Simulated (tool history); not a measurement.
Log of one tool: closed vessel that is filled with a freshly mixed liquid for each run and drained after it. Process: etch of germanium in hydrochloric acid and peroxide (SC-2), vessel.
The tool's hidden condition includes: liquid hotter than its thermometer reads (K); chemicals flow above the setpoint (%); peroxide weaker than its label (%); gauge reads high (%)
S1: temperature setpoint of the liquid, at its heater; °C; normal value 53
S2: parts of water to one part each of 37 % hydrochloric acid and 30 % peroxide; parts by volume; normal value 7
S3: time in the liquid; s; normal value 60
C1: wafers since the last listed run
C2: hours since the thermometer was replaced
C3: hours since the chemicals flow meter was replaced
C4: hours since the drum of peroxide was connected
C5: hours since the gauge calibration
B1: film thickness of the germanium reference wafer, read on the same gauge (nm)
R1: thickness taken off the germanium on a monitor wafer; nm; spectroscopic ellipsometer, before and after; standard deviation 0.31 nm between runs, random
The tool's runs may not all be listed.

| run | hour | S1 | S2 | S3 | C1 | C2 | C3 | C4 | C5 | B1 | R1 |
|---|---|---|---|---|---|---|---|---|---|---|---|
| 1 | 0 | 53 | 7 | 80 | 0 | 554.9 | 220.1 | 152.9 | 818.7 | 110.02 | 209.21 |
| 2 | 93.1 | 53 | 7 | 60 | 7668 | 648 | 313.2 | 246 | 911.8 | 109.99 | 156.81 |
|  | 97.3 | thermometer replaced |
| 3 | 189.1 | 53 | 7 | 60 | 7824 | 91.8 | 409.2 | 342 | 1007.8 | 109.97 | 154.61 |
| 4 | 284.3 | 53 | 7 | 60 | 7841 | 187 | 504.4 | 437.2 | 1103 | 110.02 | 154.85 |
| 5 | 350.9 | 53 | 7 | 60 | 5485 | 253.6 | 571 | 503.8 | 1169.6 | 109.97 | 155.26 |
| 6 | 437.5 | 53 | 7 | 70 | 7132 | 340.2 | 657.6 | 590.4 | 1256.2 | 109.97 | 180.66 |
| 7 | 506.5 | 53 | 7 | 70 | 5683 | 409.2 | 726.6 | 659.4 | 1325.2 | 110.02 | 182.05 |
| 8 | 565 | 53 | 7 | 70 | 4818 | 467.7 | 785.1 | 717.9 | 1383.7 | 110.01 | 181.54 |
| 9 | 616.7 | 53 | 7 | 45 | 4258 | 519.4 | 836.8 | 769.6 | 1435.4 | 110.03 | 116.83 |
| 10 | 671.2 | 53 | 7 | 45 | 4488 | 573.9 | 891.3 | 824.1 | 1489.9 | 110.05 | 117.11 |
|  | 691 | chemicals flow meter replaced |
|  | 708.2 | gauge calibrated |
| 11 | 731 | 53 | 7 | 45 | 4842 | 633.7 | 40 | 883.9 | 22.8 | 110.04 | 117.25 |
| 12 | 778.1 | 53 | 7 | 60 | 3879 | 680.8 | 87.1 | 931 | 69.9 | 110 | 156.14 |
|  | 791.7 | thermometer replaced |
| 13 | 872.5 | 53 | 7 | 60 | 7692 | 80.8 | 181.5 | 1025.4 | 164.3 | 109.97 | 154.2 |
| 14 | 951.6 | 57.5 | 7 | 80 | 6514 | 159.9 | 260.6 | 1104.5 | 243.4 | 109.98 | 235.76 |
| 15 | 1045.5 | 53 | 10 | 85 | 7733 | 253.8 | 354.5 | 1198.4 | 337.3 | 110.01 | 211.16 |
| 16 | 1098 | 53 | 8.5 | 35 | 4324 | 306.3 | 407 | 1250.9 | 389.8 | 110 | 88.75 |
| 17 | 1152.8 | 44 | 7 | 60 | 4513 | 361.1 | 461.8 | 1305.7 | 444.6 | 110.01 | 115.87 |
| 18 | 1212 | 53 | 8.5 | 30 | 4875 | 420.3 | 521 | 1364.9 | 503.8 | 109.97 | 75.98 |
|  | 1217.4 | new drum of peroxide connected |
| 19 | 1254.2 | 59.5 | 4 | 60 | 3393 | 462.5 | 563.2 | 36.8 | 546 | 110.02 | 194.59 |
| 20 | 1337.8 | 53 | 7 | 45 | 6885 | 546.1 | 646.8 | 120.4 | 629.6 | 109.96 | 117.95 |
| 21 | 1439.6 | 43.5 | 9.5 | 60 | 8384 | 647.9 | 748.6 | 222.2 | 731.4 | 109.95 | 113.23 |
|  | 1464.9 | thermometer replaced |
|  | 1544.1 | chemicals flow meter replaced |
| 22 | 1747.8 | 53 | 5.5 | 30 | 25219 | 282.9 | 203.7 | 530.4 | 1039.6 | 109.99 | 78.45 |
| 23 | 1825.9 | 53 | 8.5 | 35 | 6432 | 361 | 281.8 | 608.5 | 1117.7 | 109.99 | 89.51 |
| 24 | 1862.8 | 53 | 8.5 | 30 | 3039 | 397.9 | 318.7 | 645.4 | 1154.6 | 110 | 76.84 |
| 25 | 1902.7 | 53 | 7 | 35 | 3286 | 437.8 | 358.6 | 685.3 | 1194.5 | 109.95 | 90.67 |
|  | 1975.5 | gauge calibrated |
| 26 | 2006.6 | 60.5 | 10.5 | 60 | 8557 | 541.7 | 462.5 | 789.2 | 31.1 | 110.01 | 188.8 |
| 27 | 2083.4 | 56.5 | 7 | 60 | 6325 | 618.5 | 539.3 | 866 | 107.9 | 109.93 | 173.88 |
| 28 | 2137 | 53 | 7 | 60 | 4414 | 672.1 | 592.9 | 919.6 | 161.5 | 110.01 | 156.81 |
| 29 | 2181.7 | 53 | 9 | 90 | 3681 | 716.8 | 637.6 | 964.3 | 206.2 | 110.03 | 230.46 |

Consider 5 possible next runs. They are alternatives, not a sequence: every one starts from the tool as it was left by run 29. What does each give?
| A | 2182.4 | 53 | 7 | 60 | 57 | 717.5 | 638.3 | 965 | 206.9 | ? | ? |
| B | 2182.4 | 53 | 9.5 | 60 | 57 | 717.5 | 638.3 | 965 | 206.9 | ? | ? |
| C | 2182.4 | 45.5 | 7 | 70 | 57 | 717.5 | 638.3 | 965 | 206.9 | ? | ? |
| D | 2182.4 | 53 | 9 | 60 | 57 | 717.5 | 638.3 | 965 | 206.9 | ? | ? |
| E | 2182.4 | 53 | 9.5 | 80 | 57 | 717.5 | 638.3 | 965 | 206.9 | ? | ? |

| run | B1 | R1 |
|---|---|---|
| A | 109.99 | 156.41 |
| B | 109.99 | 152.56 |
| C | 109.99 | 143.73 |
| D | 109.99 | 153.36 |
| E | 109.99 | 203.42 |
Without the tool's unlogged condition, the same runs would have read:
| run | R1 |
|---|---|
| A | 153.77 |
| B | 150.33 |
| C | 141.06 |
| D | 151.05 |
| E | 200.44 |

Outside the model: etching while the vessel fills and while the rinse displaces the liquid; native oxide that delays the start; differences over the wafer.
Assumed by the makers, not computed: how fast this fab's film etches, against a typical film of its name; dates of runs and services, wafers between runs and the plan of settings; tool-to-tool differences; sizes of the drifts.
